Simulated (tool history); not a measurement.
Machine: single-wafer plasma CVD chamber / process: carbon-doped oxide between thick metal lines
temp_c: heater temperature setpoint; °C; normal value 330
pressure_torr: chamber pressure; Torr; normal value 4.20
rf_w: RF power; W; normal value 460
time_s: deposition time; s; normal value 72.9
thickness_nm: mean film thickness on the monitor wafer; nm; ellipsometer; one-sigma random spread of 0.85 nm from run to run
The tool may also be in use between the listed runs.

run	hour	temp_c	pressure_torr	rf_w	time_s	wafers since the last listed run	hours since the last thermocouple change	hours since the last RF generator calibration	hours since the last manometer calibration	hours since the showerhead was replaced	hours since the gauge calibration	read-back reference wafer on the same gauge, thickness_nm	thickness_nm
1	0.0	339	4.20	460	72.9	0	2647.7	1769.3	1778.9	3403.3	131.2	446.980	367.143
2	25.7	339	4.20	460	72.9	260	2673.4	1795.0	1804.6	3429.0	156.9	446.938	369.832
3	39.5	339	4.20	460	72.9	139	2687.2	1808.8	1818.4	3442.8	170.7	446.979	366.647
4	60.9	337	4.20	460	72.9	217	2708.6	1830.2	1839.8	3464.2	192.1	446.939	371.108
5	94.7	337	4.20	460	72.9	342	2742.4	1864.0	1873.6	3498.0	225.9	447.089	370.208
6	107.2	337	4.20	460	72.9	126	2754.9	1876.5	1886.1	3510.5	238.4	447.117	370.172
7	126.1	330	4.20	460	72.9	191	2773.8	1895.4	1905.0	3529.4	257.3	446.887	377.458
8	144.0	330	4.20	460	72.9	181	2791.7	1913.3	1922.9	3547.3	275.2	446.987	377.305
9	158.6	330	4.20	460	72.9	148	2806.3	1927.9	1937.5	3561.9	289.8	447.072	377.706
10	177.3	330	4.20	460	72.9	189	2825.0	1946.6	1956.2	3580.6	308.5	446.967	377.010
# hour 210.5: showerhead replaced
11	212.3	330	4.20	410	72.9	273	2860.0	1981.6	1991.2	1.8	343.5	446.991	336.257
12	239.2	330	4.42	460	72.9	272	2886.9	2008.5	2018.1	28.7	370.4	447.092	381.932
13	270.5	330	4.20	505	64.8	317	2918.2	2039.8	2049.4	60.0	401.7	446.983	362.569
# hour 295.8: capacitance manometer re-zeroed and calibrated
14	296.2	330	4.20	410	72.9	179	2943.9	2065.5	0.4	85.7	427.4	446.989	336.108
# hour 307.5: gauge calibrated
15	316.8	340	3.22	430	67.4	208	2964.5	2086.1	21.0	106.3	9.3	446.893	304.524
# hour 326.3: thermocouple changed; heater temperature recalibrated
16	332.8	330	4.20	385	59.0	81	6.5	2102.1	37.0	122.3	25.3	447.043	254.916
17	350.0	339	4.20	460	72.9	174	23.7	2119.3	54.2	139.5	42.5	446.946	368.802
# hour 371.6: RF generator calibrated
18	384.5	330	4.20	460	80.1	268	58.2	12.9	88.7	174.0	77.0	446.862	413.094
19	399.9	318	4.88	460	72.9	156	73.6	28.3	104.1	189.4	92.4	446.949	404.128
20	418.9	330	4.20	460	72.9	192	92.6	47.3	123.1	208.4	111.4	446.937	376.754
21	435.2	319	3.76	395	68.4	165	108.9	63.6	139.4	224.7	127.7	447.140	305.335
22	451.7	317	4.20	485	83.4	167	125.4	80.1	155.9	241.2	144.2	446.913	470.308
23	483.7	341	4.20	460	72.9	324	157.4	112.1	187.9	273.2	176.2	446.978	365.771

Run 24 is up next; what results do you expect?
24	551.2	330	4.52	460	79.2	684	224.9	179.6	255.4	340.7	243.7	?	?

read-back reference wafer on the same gauge, thickness_nm: 447.015
thickness_nm: 415.801 nm
With no hidden state in the tool, this same run would have given thickness_nm 415.801 nm.
